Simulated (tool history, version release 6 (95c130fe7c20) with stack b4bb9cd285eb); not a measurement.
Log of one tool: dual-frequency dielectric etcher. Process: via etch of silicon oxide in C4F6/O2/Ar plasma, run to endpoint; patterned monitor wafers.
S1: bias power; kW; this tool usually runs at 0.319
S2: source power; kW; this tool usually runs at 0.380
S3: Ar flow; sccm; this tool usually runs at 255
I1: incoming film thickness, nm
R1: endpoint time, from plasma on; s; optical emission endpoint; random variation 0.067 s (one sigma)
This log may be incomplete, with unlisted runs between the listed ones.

{"run": 1, "hour": 0.0, "S1": 0.319, "S2": 0.38, "S3": 255, "I1": 84.1, "R1": 21.1}
{"run": 2, "hour": 19.8, "S1": 0.319, "S2": 0.38, "S3": 255, "I1": 83.6, "R1": 20.9}
{"run": 3, "hour": 51.2, "S1": 0.319, "S2": 0.38, "S3": 255, "I1": 83.0, "R1": 20.7}
{"run": 4, "hour": 67.9, "S1": 0.319, "S2": 0.38, "S3": 255, "I1": 83.5, "R1": 20.9}
{"run": 5, "hour": 86.7, "S1": 0.319, "S2": 0.38, "S3": 255, "I1": 83.0, "R1": 20.7}
{"run": 6, "hour": 114.2, "S1": 0.319, "S2": 0.43, "S3": 255, "I1": 83.7, "R1": 19.4}
{"run": 7, "hour": 141.3, "S1": 0.319, "S2": 0.38, "S3": 255, "I1": 84.0, "R1": 20.9}
{"run": 8, "hour": 162.3, "S1": 0.319, "S2": 0.38, "S3": 255, "I1": 83.5, "R1": 20.7}
{"hour": 239.3, "done": "source power generator calibrated"}
{"hour": 255.9, "done": "upper electrode replaced, of another model than before"}
{"run": 9, "hour": 256.4, "S1": 0.319, "S2": 0.38, "S3": 255, "I1": 83.0, "R1": 20.3}
{"run": 10, "hour": 277.7, "S1": 0.319, "S2": 0.38, "S3": 255, "I1": 83.3, "R1": 20.5}
{"run": 11, "hour": 300.7, "S1": 0.319, "S2": 0.45, "S3": 255, "I1": 83.1, "R1": 18.2}
{"run": 12, "hour": 326.0, "S1": 0.319, "S2": 0.35, "S3": 216, "I1": 83.4, "R1": 21.5}
{"run": 13, "hour": 359.9, "S1": 0.319, "S2": 0.38, "S3": 255, "I1": 83.2, "R1": 20.4}
{"hour": 386.8, "done": "Ar flow controller replaced"}
{"run": 14, "hour": 390.7, "S1": 0.39, "S2": 0.34, "S3": 295, "I1": 84.1, "R1": 20.6}
{"hour": 418.1, "done": "wet clean of the chamber"}
{"run": 15, "hour": 418.6, "S1": 0.319, "S2": 0.33, "S3": 255, "I1": 83.5, "R1": 23.7}
{"run": 16, "hour": 433.9, "S1": 0.36, "S2": 0.46, "S3": 196, "I1": 82.9, "R1": 16.6}
{"run": 17, "hour": 453.7, "S1": 0.245, "S2": 0.38, "S3": 216, "I1": 83.4, "R1": 23.9}
{"run": 18, "hour": 485.8, "S1": 0.292, "S2": 0.38, "S3": 299, "I1": 83.3, "R1": 22.3}
{"run": 19, "hour": 507.6, "S1": 0.319, "S2": 0.38, "S3": 255, "I1": 82.7, "R1": 20.7}
{"hour": 525.4, "done": "bias power generator calibrated"}
{"run": 20, "hour": 537.7, "S1": 0.319, "S2": 0.38, "S3": 308, "I1": 82.2, "R1": 21.0}
{"run": 21, "hour": 566.5, "S1": 0.319, "S2": 0.44, "S3": 206, "I1": 83.3, "R1": 18.2}
{"run": 22, "hour": 595.0, "S1": 0.319, "S2": 0.38, "S3": 228, "I1": 83.8, "R1": 20.7}
{"run": 23, "hour": 617.0, "S1": 0.355, "S2": 0.41, "S3": 203, "I1": 83.4, "R1": 18.1}
{"run": 24, "hour": 634.7, "S1": 0.374, "S2": 0.45, "S3": 287, "I1": 83.7, "R1": 17.1}
{"run": 25, "hour": 670.2, "S1": 0.319, "S2": 0.38, "S3": 255, "I1": 83.4, "R1": 20.7}
{"run": 26, "hour": 698.8, "S1": 0.319, "S2": 0.38, "S3": 255, "I1": 83.5, "R1": 20.7}
{"run": 27, "hour": 732.8, "S1": 0.265, "S2": 0.38, "S3": 255, "I1": 83.1, "R1": 22.7}
{"run": 28, "hour": 752.2, "S1": 0.319, "S2": 0.38, "S3": 291, "I1": 83.9, "R1": 21.0}
{"run": 29, "hour": 775.7, "S1": 0.319, "S2": 0.38, "S3": 255, "I1": 84.0, "R1": 20.7}

Below are 4 alternative next runs, each starting from the tool's condition after run 29. Predict each:
{"run": "A", "hour": 776.1, "S1": 0.319, "S2": 0.38, "S3": 287, "I1": 82.9, "R1": "?"}
{"run": "B", "hour": 776.1, "S1": 0.319, "S2": 0.38, "S3": 306, "I1": 82.9, "R1": "?"}
{"run": "C", "hour": 776.1, "S1": 0.319, "S2": 0.38, "S3": 282, "I1": 82.9, "R1": "?"}
{"run": "D", "hour": 776.1, "S1": 0.267, "S2": 0.38, "S3": 255, "I1": 82.9, "R1": "?"}

run=A R1=20.8
run=B R1=20.9
run=C R1=20.7
run=D R1=22.6
Without the tool's hidden state the same runs would have given:
run=A R1=21.2
run=B R1=21.3
run=C R1=21.1
run=D R1=23.0
